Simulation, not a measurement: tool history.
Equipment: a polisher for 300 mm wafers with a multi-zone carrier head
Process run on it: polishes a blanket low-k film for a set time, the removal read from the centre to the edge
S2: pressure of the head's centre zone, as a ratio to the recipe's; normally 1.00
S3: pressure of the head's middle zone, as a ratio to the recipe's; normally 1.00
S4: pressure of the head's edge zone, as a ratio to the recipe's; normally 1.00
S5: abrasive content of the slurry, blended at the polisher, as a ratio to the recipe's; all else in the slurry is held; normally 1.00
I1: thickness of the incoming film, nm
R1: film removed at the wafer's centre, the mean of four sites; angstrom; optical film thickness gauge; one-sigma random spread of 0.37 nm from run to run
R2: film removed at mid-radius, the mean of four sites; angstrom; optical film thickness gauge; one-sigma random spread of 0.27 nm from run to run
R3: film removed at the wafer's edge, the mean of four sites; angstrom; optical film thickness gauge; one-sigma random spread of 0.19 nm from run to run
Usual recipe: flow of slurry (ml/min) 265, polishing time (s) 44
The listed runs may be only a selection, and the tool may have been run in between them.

run 1 day=0.000 | flow_of_slurry_(ml/min)=265 S2=1.00 S3=1.00 S4=1.00 S5=1.00 polishing_time_(s)=44 | I1=790.3 | R1=288 R2=267 R3=259
-- day=0.788 worn pad replaced by a new one
run 2 day=1.200 | flow_of_slurry_(ml/min)=265 S2=1.00 S3=1.00 S4=1.00 S5=1.00 polishing_time_(s)=44 | I1=789.4 | R1=291 R2=266 R3=259
run 3 day=1.892 | flow_of_slurry_(ml/min)=265 S2=1.00 S3=1.00 S4=1.00 S5=1.00 polishing_time_(s)=44 | I1=802.3 | R1=295 R2=267 R3=256
run 4 day=2.700 | flow_of_slurry_(ml/min)=265 S2=1.00 S3=1.00 S4=1.00 S5=1.00 polishing_time_(s)=44 | I1=804.2 | R1=298 R2=258 R3=253
run 5 day=3.925 | flow_of_slurry_(ml/min)=265 S2=1.00 S3=1.00 S4=1.00 S5=1.00 polishing_time_(s)=44 | I1=778.0 | R1=295 R2=264 R3=258
-- day=5.412 worn pad replaced by a new one
run 6 day=5.433 | flow_of_slurry_(ml/min)=265 S2=1.00 S3=1.00 S4=1.00 S5=1.00 polishing_time_(s)=44 | I1=790.4 | R1=290 R2=263 R3=256
run 7 day=5.933 | flow_of_slurry_(ml/min)=265 S2=1.00 S3=1.00 S4=1.00 S5=1.00 polishing_time_(s)=44 | I1=786.5 | R1=292 R2=261 R3=257
run 8 day=6.517 | flow_of_slurry_(ml/min)=265 S2=1.00 S3=1.00 S4=1.00 S5=1.00 polishing_time_(s)=44 | I1=790.7 | R1=298 R2=261 R3=255
run 9 day=7.421 | flow_of_slurry_(ml/min)=315 S2=1.00 S3=1.00 S4=1.00 S5=1.00 polishing_time_(s)=44 | I1=790.1 | R1=302 R2=266 R3=261
-- day=7.733 centre zone pressure recalibrated
run 10 day=8.617 | flow_of_slurry_(ml/min)=265 S2=1.06 S3=1.00 S4=1.00 S5=0.85 polishing_time_(s)=44 | I1=792.7 | R1=259 R2=245 R3=241
-- day=9.442 worn pad replaced by a new one
run 11 day=9.738 | flow_of_slurry_(ml/min)=265 S2=1.00 S3=0.94 S4=1.00 S5=1.00 polishing_time_(s)=44 | I1=780.8 | R1=267 R2=252 R3=259
run 12 day=10.800 | flow_of_slurry_(ml/min)=265 S2=1.00 S3=1.00 S4=1.00 S5=1.00 polishing_time_(s)=44 | I1=787.3 | R1=271 R2=263 R3=257
run 13 day=12.142 | flow_of_slurry_(ml/min)=265 S2=1.00 S3=1.04 S4=1.00 S5=1.25 polishing_time_(s)=44 | I1=793.1 | R1=290 R2=292 R3=281
-- day=12.429 slurry nozzle cleaned
-- day=12.929 carrier head's membrane replaced by a new one
run 14 day=13.029 | flow_of_slurry_(ml/min)=265 S2=1.00 S3=1.00 S4=1.00 S5=1.20 polishing_time_(s)=44 | I1=786.3 | R1=290 R2=274 R3=270
-- day=13.725 worn pad replaced by a new one
run 15 day=14.183 | flow_of_slurry_(ml/min)=265 S2=1.00 S3=1.00 S4=1.00 S5=1.00 polishing_time_(s)=44 | I1=784.7 | R1=281 R2=265 R3=257
-- day=14.958 edge zone pressure recalibrated
run 16 day=15.383 | flow_of_slurry_(ml/min)=340 S2=1.00 S3=1.00 S4=1.00 S5=1.00 polishing_time_(s)=44 | I1=786.1 | R1=280 R2=270 R3=260
run 17 day=16.679 | flow_of_slurry_(ml/min)=265 S2=1.00 S3=1.00 S4=1.00 S5=1.00 polishing_time_(s)=44 | I1=788.9 | R1=277 R2=263 R3=254
run 18 day=17.975 | flow_of_slurry_(ml/min)=355 S2=1.00 S3=1.10 S4=0.96 S5=1.00 polishing_time_(s)=57 | I1=785.2 | R1=374 R2=378 R3=330
-- day=18.171 worn pad replaced by a new one
run 19 day=19.042 | flow_of_slurry_(ml/min)=265 S2=1.00 S3=1.00 S4=1.00 S5=1.00 polishing_time_(s)=44 | I1=779.4 | R1=279 R2=263 R3=255

The next listed run, before its measurement:
run 20 day=20.458 | flow_of_slurry_(ml/min)=265 S2=1.00 S3=0.96 S4=0.95 S5=0.85 polishing_time_(s)=39 | I1=776.5 | R1=? R2=? R3=?

R1: 245 angstrom
R2: 212 angstrom
R3: 208 angstrom
Take away the tool's hidden state, keep the run-to-run variation as it was, and the same run would have given R1 228 angstrom, R2 212 angstrom, R3 208 angstrom.
